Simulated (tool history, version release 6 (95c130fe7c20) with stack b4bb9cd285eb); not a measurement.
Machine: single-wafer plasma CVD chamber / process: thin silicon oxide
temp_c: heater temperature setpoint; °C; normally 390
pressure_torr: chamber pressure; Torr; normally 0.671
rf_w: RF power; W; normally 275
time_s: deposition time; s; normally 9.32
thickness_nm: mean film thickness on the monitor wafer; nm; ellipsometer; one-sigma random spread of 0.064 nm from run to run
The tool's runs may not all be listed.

run     day  temp_c  pressure_torr  rf_w  time_s  read-back reference wafer on the same gauge, thickness_nm  thickness_nm
  1   0.000     390          0.671   275    9.32                                                     13.306        14.521
      2.129  -- RF generator calibrated
      2.679  -- showerhead replaced
  2   2.775     390          0.671   275    9.32                                                     13.304        14.923
  3   5.762     390          0.671   275    9.32                                                     13.306        14.804
  4   7.371     390          0.671   310    9.32                                                     13.310        15.622
  5   8.400     390          0.671   275    9.32                                                     13.304        14.945
  6   9.958     403          0.836   240   10.56                                                     13.293        19.287
  7  12.433     390          0.804   275    9.32                                                     13.301        17.794
  8  14.275     386          0.510   275    9.32                                                     13.304        11.371
  9  15.758     390          0.671   275    9.32                                                     13.296        15.010
 10  17.083     385          0.671   275    9.32                                                     13.302        14.953
 11  19.671     390          0.624   275   10.94                                                     13.313        16.344
 12  22.125     384          0.671   310   10.60                                                     13.300        18.024
 13  23.412     394          0.520   275    9.32                                                     13.311        11.645
 14  24.471     376          0.516   275   10.31                                                     13.293        12.831
 15  26.754     390          0.575   330    9.89                                                     13.298        14.604
 16  28.667     390          0.671   260   11.14                                                     13.304        17.376
     30.258  -- gauge calibrated
 17  31.508     390          0.671   275    9.32                                                     13.302        15.005
 18  33.317     390          0.671   275   10.15                                                     13.304        16.268
 19  35.500     385          0.604   275    7.73                                                     13.309        11.117
 20  37.175     390          0.671   275    9.32                                                     13.290        14.935
 21  38.888     390          0.555   250    9.95                                                     13.295        12.673
 22  40.488     390          0.671   275   10.15                                                     13.299        16.464
 23  42.204     390          0.773   320   11.08                                                     13.304        21.623
 24  44.888     390          0.549   275    9.32                                                     13.303        12.167
     46.167  -- capacitance manometer re-zeroed and calibrated
 25  46.188     396          0.806   245   10.50                                                     13.302        18.479
 26  47.717     390          0.671   275    9.32                                                     13.300        14.646
 27  50.008     398          0.671   275    9.32                                                     13.296        14.626
 28  52.158     390          0.535   275    9.32                                                     13.300        11.630

4 ways to go on from here, each from the tool as it stands after run 28. What would each give?
  A  52.175     390          0.671   275    9.32                                                          ?             ?
  B  52.175     390          0.720   275    9.32                                                          ?             ?
  C  52.175     390          0.510   275    9.32                                                          ?             ?
  D  52.175     399          0.671   275    9.32                                                          ?             ?

run  read-back reference wafer on the same gauge, thickness_nm  thickness_nm
  A                                                     13.299        14.669
  B                                                     13.299        15.715
  C                                                     13.299        11.105
  D                                                     13.299        14.571
What these runs would have given with no unlogged condition in the tool:
run  thickness_nm
  A        14.963
  B        16.032
  C        11.327
  D        14.863
